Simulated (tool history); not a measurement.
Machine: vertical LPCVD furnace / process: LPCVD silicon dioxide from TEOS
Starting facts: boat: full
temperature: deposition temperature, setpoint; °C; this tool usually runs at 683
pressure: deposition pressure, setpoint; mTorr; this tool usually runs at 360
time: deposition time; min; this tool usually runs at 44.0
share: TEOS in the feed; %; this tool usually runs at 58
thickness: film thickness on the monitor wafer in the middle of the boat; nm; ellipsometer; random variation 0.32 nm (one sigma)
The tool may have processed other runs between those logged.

run   hour  temperature  pressure  time  share  wafers since the last listed run  hours since the last temperature calibration  hours since the pressure gauge was zeroed  hours since the TEOS flow controller was replaced  hours since the gauge calibration  read-back reference wafer on the same gauge, thickness  thickness
  1    0.0          683       325  44.0     58                                 0                                        4145.5                                     2139.7                                             6595.6                               25.8                                                  241.62     203.78
  2    7.0          683       325  44.0     58                                86                                        4152.5                                     2146.7                                             6602.6                               32.8                                                  241.64     203.80
  3   14.8          683       325  44.0     58                                95                                        4160.3                                     2154.5                                             6610.4                               40.6                                                  241.44     203.30
  4   23.9          683       360  44.0     58                               111                                        4169.4                                     2163.6                                             6619.5                               49.7                                                  241.56     214.42
  5   34.7          683       360  44.0     58                               132                                        4180.2                                     2174.4                                             6630.3                               60.5                                                  241.35     214.24
      63.9  -- TEOS flow controller replaced
  6   64.4          683       360  44.0     58                                70                                        4209.9                                     2204.1                                                0.5                               90.2                                                  241.27     213.91
  7   81.8          683       360  44.0     58                               213                                        4227.3                                     2221.5                                               17.9                              107.6                                                  240.92     213.58
     110.2  -- thermocouples replaced and temperature profile calibrated
  8  110.7          683       360  44.0     58                                60                                           0.5                                     2250.4                                               46.8                              136.5                                                  240.43     213.06
  9  114.6          683       360  44.0     58                                47                                           4.4                                     2254.3                                               50.7                              140.4                                                  240.36     213.68
 10  118.5          683       360  29.0     58                                10                                           8.3                                     2258.2                                               54.6                              144.3                                                  240.45     140.36
     139.4  -- pressure gauge zeroed
     139.7  -- gauge calibrated
 11  139.9          683       295  44.0     51                                 5                                          29.7                                        0.5                                               76.0                                0.2                                                  242.22     182.34
 12  143.8          674       360  44.0     58                                47                                          33.6                                        4.4                                               79.9                                4.1                                                  242.09     172.76
 13  147.7          673       360  44.0     64                                47                                          37.5                                        8.3                                               83.8                                8.0                                                  242.08     177.16
 14  151.5          672       360  52.5     58                                46                                          41.3                                       12.1                                               87.6                               11.8                                                  242.05     196.20
 15  161.0          678       275  56.0     58                               116                                          50.8                                       21.6                                               97.1                               21.3                                                  242.00     211.78
 16  193.1          678       315  51.5     49                               394                                          82.9                                       53.7                                              129.2                               53.4                                                  241.92     191.27

Branching from run 16: 5 alternative next runs. What would each branch give?
  A  197.1          683       360  44.0     58                                49                                          86.9                                       57.7                                              133.2                               57.4                                                       ?          ?
  B  197.1          675       360  58.0     49                                49                                          86.9                                       57.7                                              133.2                               57.4                                                       ?          ?
  C  197.1          683       360  44.0     48                                49                                          86.9                                       57.7                                              133.2                               57.4                                                       ?          ?
  D  197.1          690       410  44.0     58                                49                                          86.9                                       57.7                                              133.2                               57.4                                                       ?          ?
  E  197.1          686       415  44.0     54                                49                                          86.9                                       57.7                                              133.2                               57.4                                                       ?          ?

run  read-back reference wafer on the same gauge, thickness  thickness
  A                                                  241.81     214.59
  B                                                  241.81     214.05
  C                                                  241.81     195.21
  D                                                  241.81     270.75
  E                                                  241.81     238.92
Take away the tool's hidden state, keep each run's random variation, and the runs would have read:
run  thickness
  A     214.71
  B     214.17
  C     195.32
  D     270.91
  E     239.06

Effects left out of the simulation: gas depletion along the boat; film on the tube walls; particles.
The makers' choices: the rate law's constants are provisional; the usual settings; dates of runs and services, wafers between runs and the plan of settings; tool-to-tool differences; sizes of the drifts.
